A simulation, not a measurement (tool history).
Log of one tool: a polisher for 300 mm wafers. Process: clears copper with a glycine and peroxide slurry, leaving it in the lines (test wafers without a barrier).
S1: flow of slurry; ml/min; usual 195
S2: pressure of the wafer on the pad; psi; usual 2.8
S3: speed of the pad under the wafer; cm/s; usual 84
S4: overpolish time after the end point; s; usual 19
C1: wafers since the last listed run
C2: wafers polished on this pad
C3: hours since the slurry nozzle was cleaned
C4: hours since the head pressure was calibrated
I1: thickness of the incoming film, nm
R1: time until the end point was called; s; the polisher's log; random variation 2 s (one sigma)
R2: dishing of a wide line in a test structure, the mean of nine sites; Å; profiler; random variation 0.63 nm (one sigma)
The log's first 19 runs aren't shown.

-- hour=272.5 worn pad replaced by a new one, of another model than before
run 20 hour=274.1 | S1=235 S2=2.8 S3=98 S4=19 | C1=25 C2=8 C3=29.2 C4=110.5 | I1=718.2 | R1=132.0 R2=602
run 21 hour=283.7 | S1=195 S2=2.8 S3=84 S4=19 | C1=49 C2=57 C3=38.8 C4=120.1 | I1=702.6 | R1=154.9 R2=564
run 22 hour=298.9 | S1=230 S2=3.2 S3=100 S4=12 | C1=78 C2=136 C3=54.0 C4=135.3 | I1=712.9 | R1=117.3 R2=489
run 23 hour=316.6 | S1=195 S2=2.8 S3=84 S4=15 | C1=91 C2=227 C3=71.7 C4=153.0 | I1=714.8 | R1=158.8 R2=467
run 24 hour=327.0 | S1=195 S2=2.8 S3=58 S4=19 | C1=53 C2=281 C3=82.1 C4=163.4 | I1=720.1 | R1=193.1 R2=473
run 25 hour=338.3 | S1=195 S2=3.8 S3=84 S4=19 | C1=58 C2=339 C3=93.4 C4=174.7 | I1=710.3 | R1=114.3 R2=695
run 26 hour=347.4 | S1=195 S2=2.8 S3=84 S4=19 | C1=46 C2=386 C3=102.5 C4=183.8 | I1=710.8 | R1=158.8 R2=553
run 27 hour=356.7 | S1=165 S2=3.2 S3=102 S4=19 | C1=47 C2=434 C3=111.8 C4=193.1 | I1=698.7 | R1=126.0 R2=630
run 28 hour=363.1 | S1=160 S2=2.5 S3=106 S4=12 | C1=33 C2=467 C3=118.2 C4=199.5 | I1=709.6 | R1=167.0 R2=371
run 29 hour=378.2 | S1=140 S2=3.4 S3=112 S4=12 | C1=77 C2=545 C3=133.3 C4=214.6 | I1=703.2 | R1=124.3 R2=482
run 30 hour=388.5 | S1=160 S2=2.3 S3=84 S4=19 | C1=53 C2=598 C3=143.6 C4=224.9 | I1=701.5 | R1=207.3 R2=451
run 31 hour=401.0 | S1=195 S2=2.5 S3=66 S4=19 | C1=64 C2=663 C3=156.1 C4=237.4 | I1=705.4 | R1=204.7 R2=454
run 32 hour=419.0 | S1=240 S2=2.4 S3=54 S4=9 | C1=92 C2=755 C3=174.1 C4=255.4 | I1=707.7 | R1=224.1 R2=229
run 33 hour=430.5 | S1=195 S2=2.8 S3=84 S4=13 | C1=59 C2=815 C3=185.6 C4=266.9 | I1=710.6 | R1=163.4 R2=410
run 34 hour=449.4 | S1=165 S2=2.8 S3=84 S4=28 | C1=97 C2=912 C3=204.5 C4=285.8 | I1=698.7 | R1=165.1 R2=670

Forecast each of these 5 alternatives for the next run:
run A hour=449.9 | S1=235 S2=2.8 S3=84 S4=19 | C1=2 C2=915 C3=205.0 C4=286.3 | I1=703.0 | R1=? R2=?
run B hour=449.9 | S1=260 S2=3.7 S3=84 S4=19 | C1=2 C2=915 C3=205.0 C4=286.3 | I1=703.0 | R1=? R2=?
run C hour=449.9 | S1=135 S2=3.8 S3=74 S4=9 | C1=2 C2=915 C3=205.0 C4=286.3 | I1=703.0 | R1=? R2=?
run D hour=449.9 | S1=195 S2=1.8 S3=84 S4=19 | C1=2 C2=915 C3=205.0 C4=286.3 | I1=703.0 | R1=? R2=?
run E hour=449.9 | S1=215 S2=2.8 S3=84 S4=19 | C1=2 C2=915 C3=205.0 C4=286.3 | I1=703.0 | R1=? R2=?

run=A R1=152.8 R2=555
run=B R1=114.9 R2=692
run=C R1=145.9 R2=326
run=D R1=242.1 R2=378
run=E R1=155.1 R2=549
Without the tool's hidden state the same runs would have given:
run=A R1=143.2 R2=581
run=B R1=107.7 R2=721
run=C R1=136.7 R2=344
run=D R1=226.9 R2=398
run=E R1=145.4 R2=575

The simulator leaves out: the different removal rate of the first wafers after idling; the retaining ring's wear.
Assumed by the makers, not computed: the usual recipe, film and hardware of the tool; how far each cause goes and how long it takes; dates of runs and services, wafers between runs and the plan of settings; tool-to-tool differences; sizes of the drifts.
